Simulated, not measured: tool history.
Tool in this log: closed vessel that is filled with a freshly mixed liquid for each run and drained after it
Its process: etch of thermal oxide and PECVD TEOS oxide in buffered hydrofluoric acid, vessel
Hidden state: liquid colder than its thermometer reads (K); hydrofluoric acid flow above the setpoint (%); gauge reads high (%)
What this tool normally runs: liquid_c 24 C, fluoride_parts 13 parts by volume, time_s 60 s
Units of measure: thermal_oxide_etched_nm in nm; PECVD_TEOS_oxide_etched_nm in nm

run	day	liquid_c	fluoride_parts	time_s	wafers since the last listed run	hours since the thermometer was replaced	hours since the hydrofluoric acid flow meter was replaced	hours since the gauge calibration	read-back film thickness of the thermal oxide reference wafer, read on the same gauge (nm)	read-back film thickness of the PECVD TEOS oxide reference wafer, read on the same gauge (nm)	thermal_oxide_etched_nm	PECVD_TEOS_oxide_etched_nm
1	0	24	13	60	0	348.4	206.9	1159.2	59.97	99.98	51.78	56
2	2.933	24	13	60	8889	418.8	277.3	1229.6	60	100	51.07	56.31
3	5.35	24	13	60	7323	476.8	335.3	1287.6	59.98	100.03	51.83	57.21
4	7.508	24	13	60	6540	528.6	387.1	1339.4	60.04	100.02	51.83	57.03
5	10.596	23	13	60	9356	602.7	461.2	1413.5	59.99	100	49.71	53.88
# day 11.067: thermometer replaced
6	12.875	24	13	45	6780	43.4	515.9	1468.2	60.03	100.01	39.27	43.25
7	17.288	27	13	60	13372	149.3	621.8	1574.1	60.02	100	62.18	67.51
8	18.821	24	13	60	4646	186.1	658.6	1610.9	59.99	100.03	52.47	58.86
# day 21.792: gauge calibrated
# day 24.358: hydrofluoric acid flow meter replaced
9	28.021	24	13	60	27754	406.9	87.9	149.5	59.99	99.98	50.49	55.9
10	31.858	24	13	60	11629	499	180	241.6	59.96	100.05	50.97	55.72
# day 32.671: thermometer replaced
11	34.488	24	13	60	7841	43.6	243.1	304.7	60.03	100.02	50.91	56.32
12	37.058	22.5	16.5	40	7791	105.3	304.8	366.4	60.06	100	25.14	27.48
13	39.046	24	13	40	6023	153	352.5	414.1	60.04	100.01	34.36	38.04
14	45.979	24	13	35	21011	319.4	518.9	580.5	59.94	100.03	30.51	33.38
15	47.604	25.5	10.5	60	4924	358.4	557.9	619.5	59.98	100.01	70.11	76.49
16	49.158	19.5	17	95	4710	395.7	595.2	656.8	60.02	99.98	49.79	54.59
# day 52.583: thermometer replaced
17	53.312	20	9.5	75	12463	17.5	694.9	756.5	60	100.01	69.38	76.23

The next listed run, before its measurement:
18	55.8	24	10.5	60	7538	77.2	754.6	816.2	?	?	?	?

Run 18 gave read-back film thickness of the thermal oxide reference wafer, read on the same gauge (nm) 60.01, read-back film thickness of the PECVD TEOS oxide reference wafer, read on the same gauge (nm) 100, thermal_oxide_etched_nm 64.77 nm, PECVD_TEOS_oxide_etched_nm 71.57 nm.
Take away the tool's hidden state, keep the run-to-run variation as it was, and the same run would have given thermal_oxide_etched_nm 61.76 nm, PECVD_TEOS_oxide_etched_nm 68.25 nm.
